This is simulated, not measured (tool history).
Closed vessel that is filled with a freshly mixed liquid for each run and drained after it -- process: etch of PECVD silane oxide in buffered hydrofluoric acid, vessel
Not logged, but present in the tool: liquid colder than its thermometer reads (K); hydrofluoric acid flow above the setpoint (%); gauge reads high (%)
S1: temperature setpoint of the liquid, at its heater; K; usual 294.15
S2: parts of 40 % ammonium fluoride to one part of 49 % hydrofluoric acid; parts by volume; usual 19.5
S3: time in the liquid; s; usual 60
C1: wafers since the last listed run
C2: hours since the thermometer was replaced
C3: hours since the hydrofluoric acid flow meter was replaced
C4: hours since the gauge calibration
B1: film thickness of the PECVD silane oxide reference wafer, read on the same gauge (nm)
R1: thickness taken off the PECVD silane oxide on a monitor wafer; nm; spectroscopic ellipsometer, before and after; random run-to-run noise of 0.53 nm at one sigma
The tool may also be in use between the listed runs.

{"run": 1, "hour": 0.0, "S1": 294.15, "S2": 19.5, "S3": 60, "C1": 0, "C2": 199.9, "C3": 1477.1, "C4": 463, "B1": 70, "R1": 70.45}
{"run": 2, "hour": 200.8, "S1": 294.15, "S2": 16, "S3": 60, "C1": 19414, "C2": 400.7, "C3": 1677.9, "C4": 663.8, "B1": 70.03, "R1": 85.99}
{"run": 3, "hour": 227.8, "S1": 294.15, "S2": 19.5, "S3": 60, "C1": 2610, "C2": 427.7, "C3": 1704.9, "C4": 690.8, "B1": 69.99, "R1": 70.95}
{"run": 4, "hour": 262.1, "S1": 294.15, "S2": 19.5, "S3": 60, "C1": 3316, "C2": 462, "C3": 1739.2, "C4": 725.1, "B1": 70.03, "R1": 70.52}
{"run": 5, "hour": 324.4, "S1": 294.15, "S2": 19.5, "S3": 60, "C1": 6023, "C2": 524.3, "C3": 1801.5, "C4": 787.4, "B1": 69.99, "R1": 70.11}
{"run": 6, "hour": 392.8, "S1": 292.15, "S2": 23, "S3": 60, "C1": 6613, "C2": 592.7, "C3": 1869.9, "C4": 855.8, "B1": 69.98, "R1": 55.57}
{"run": 7, "hour": 436.9, "S1": 292.15, "S2": 23, "S3": 60, "C1": 4263, "C2": 636.8, "C3": 1914, "C4": 899.9, "B1": 70.04, "R1": 54.94}
{"run": 8, "hour": 461.1, "S1": 294.15, "S2": 19.5, "S3": 60, "C1": 2339, "C2": 661, "C3": 1938.2, "C4": 924.1, "B1": 70, "R1": 71.14}
{"run": 9, "hour": 506.3, "S1": 294.15, "S2": 19.5, "S3": 60, "C1": 4370, "C2": 706.2, "C3": 1983.4, "C4": 969.3, "B1": 69.97, "R1": 72}
{"hour": 548.4, "done": "thermometer replaced"}
{"run": 10, "hour": 549.6, "S1": 294.15, "S2": 19.5, "S3": 60, "C1": 4089, "C2": 1.2, "C3": 2026.7, "C4": 1012.6, "B1": 69.99, "R1": 71.67}
{"run": 11, "hour": 578.3, "S1": 294.15, "S2": 19.5, "S3": 45, "C1": 2774, "C2": 29.9, "C3": 2055.4, "C4": 1041.3, "B1": 69.99, "R1": 54.27}
{"run": 12, "hour": 646.5, "S1": 294.15, "S2": 19.5, "S3": 45, "C1": 6593, "C2": 98.1, "C3": 2123.6, "C4": 1109.5, "B1": 70.01, "R1": 54.1}
{"run": 13, "hour": 676.1, "S1": 294.15, "S2": 19.5, "S3": 45, "C1": 2861, "C2": 127.7, "C3": 2153.2, "C4": 1139.1, "B1": 69.96, "R1": 54.56}
{"run": 14, "hour": 709.6, "S1": 294.15, "S2": 17.5, "S3": 60, "C1": 3238, "C2": 161.2, "C3": 2186.7, "C4": 1172.6, "B1": 70.04, "R1": 80.37}
{"run": 15, "hour": 780.0, "S1": 294.15, "S2": 17.5, "S3": 60, "C1": 6806, "C2": 231.6, "C3": 2257.1, "C4": 1243, "B1": 69.98, "R1": 80.13}
{"run": 16, "hour": 833.9, "S1": 294.15, "S2": 17.5, "S3": 60, "C1": 5211, "C2": 285.5, "C3": 2311, "C4": 1296.9, "B1": 70.02, "R1": 81.06}
{"hour": 867.3, "done": "gauge calibrated"}
{"run": 17, "hour": 870.1, "S1": 294.15, "S2": 17.5, "S3": 60, "C1": 3500, "C2": 321.7, "C3": 2347.2, "C4": 2.8, "B1": 70, "R1": 80.69}
{"run": 18, "hour": 934.1, "S1": 294.15, "S2": 19.5, "S3": 60, "C1": 6187, "C2": 385.7, "C3": 2411.2, "C4": 66.8, "B1": 69.99, "R1": 72.6}
{"hour": 979.0, "done": "hydrofluoric acid flow meter replaced"}
{"run": 19, "hour": 1001.8, "S1": 290.15, "S2": 19.5, "S3": 80, "C1": 6448, "C2": 453.4, "C3": 22.8, "C4": 134.5, "B1": 69.95, "R1": 71.73}
{"run": 20, "hour": 1044.6, "S1": 294.15, "S2": 19.5, "S3": 60, "C1": 4138, "C2": 496.2, "C3": 65.6, "C4": 177.3, "B1": 69.99, "R1": 66.22}
{"hour": 1107.2, "done": "thermometer replaced"}
{"run": 21, "hour": 1110.7, "S1": 294.15, "S2": 15.5, "S3": 60, "C1": 6294, "C2": 3.5, "C3": 131.7, "C4": 243.4, "B1": 69.97, "R1": 83.48}
{"run": 22, "hour": 1150.8, "S1": 292.15, "S2": 23.5, "S3": 35, "C1": 3877, "C2": 43.6, "C3": 171.8, "C4": 283.5, "B1": 70.02, "R1": 30.28}
{"run": 23, "hour": 1218.1, "S1": 298.65, "S2": 25, "S3": 95, "C1": 6506, "C2": 110.9, "C3": 239.1, "C4": 350.8, "B1": 69.99, "R1": 114.56}
{"run": 24, "hour": 1282.2, "S1": 297.15, "S2": 27.5, "S3": 60, "C1": 6197, "C2": 175, "C3": 303.2, "C4": 414.9, "B1": 70.01, "R1": 61.79}
{"run": 25, "hour": 1333.8, "S1": 298.15, "S2": 12.5, "S3": 50, "C1": 4989, "C2": 226.6, "C3": 354.8, "C4": 466.5, "B1": 70, "R1": 108.36}
{"run": 26, "hour": 1389.4, "S1": 294.15, "S2": 16.5, "S3": 60, "C1": 5375, "C2": 282.2, "C3": 410.4, "C4": 522.1, "B1": 69.96, "R1": 80.03}
{"run": 27, "hour": 1454.2, "S1": 294.15, "S2": 19.5, "S3": 60, "C1": 6265, "C2": 347, "C3": 475.2, "C4": 586.9, "B1": 70.01, "R1": 67.94}
{"run": 28, "hour": 1480.5, "S1": 296.65, "S2": 16.5, "S3": 80, "C1": 2542, "C2": 373.3, "C3": 501.5, "C4": 613.2, "B1": 70.02, "R1": 121.5}
{"run": 29, "hour": 1540.9, "S1": 291.15, "S2": 14, "S3": 95, "C1": 5839, "C2": 433.7, "C3": 561.9, "C4": 673.6, "B1": 69.94, "R1": 125.98}
{"run": 30, "hour": 1592.8, "S1": 294.15, "S2": 19.5, "S3": 60, "C1": 5018, "C2": 485.6, "C3": 613.8, "C4": 725.5, "B1": 70.02, "R1": 68.01}
{"run": 31, "hour": 1629.0, "S1": 294.15, "S2": 13, "S3": 50, "C1": 3500, "C2": 521.8, "C3": 650, "C4": 761.7, "B1": 70, "R1": 84.4}
{"run": 32, "hour": 1693.6, "S1": 299.15, "S2": 19.5, "S3": 60, "C1": 6245, "C2": 586.4, "C3": 714.6, "C4": 826.3, "B1": 70.01, "R1": 90.92}
{"hour": 1755.2, "done": "thermometer replaced"}
{"run": 33, "hour": 1762.0, "S1": 299.15, "S2": 19.5, "S3": 75, "C1": 6516, "C2": 6.8, "C3": 783, "C4": 894.7, "B1": 70, "R1": 113.49}

What would each run have given without the hidden state, its run-to-run variation left as it was?
run=1 R1=66
run=2 R1=79.94
run=3 R1=65.87
run=4 R1=65.38
run=5 R1=64.85
run=6 R1=52.52
run=7 R1=51.86
run=8 R1=65.45
run=9 R1=66.12
run=10 R1=65.72
run=11 R1=49.71
run=12 R1=49.42
run=13 R1=49.79
run=14 R1=73.26
run=15 R1=72.84
run=16 R1=73.53
run=17 R1=73.1
run=18 R1=65.59
run=19 R1=70.82
run=20 R1=65.26
run=21 R1=82.05
run=22 R1=29.88
run=23 R1=112.84
run=24 R1=60.75
run=25 R1=105.56
run=26 R1=77.77
run=27 R1=65.84
run=28 R1=117.63
run=29 R1=121.69
run=30 R1=65.55
run=31 R1=81.24
run=32 R1=87.27
run=33 R1=108.63
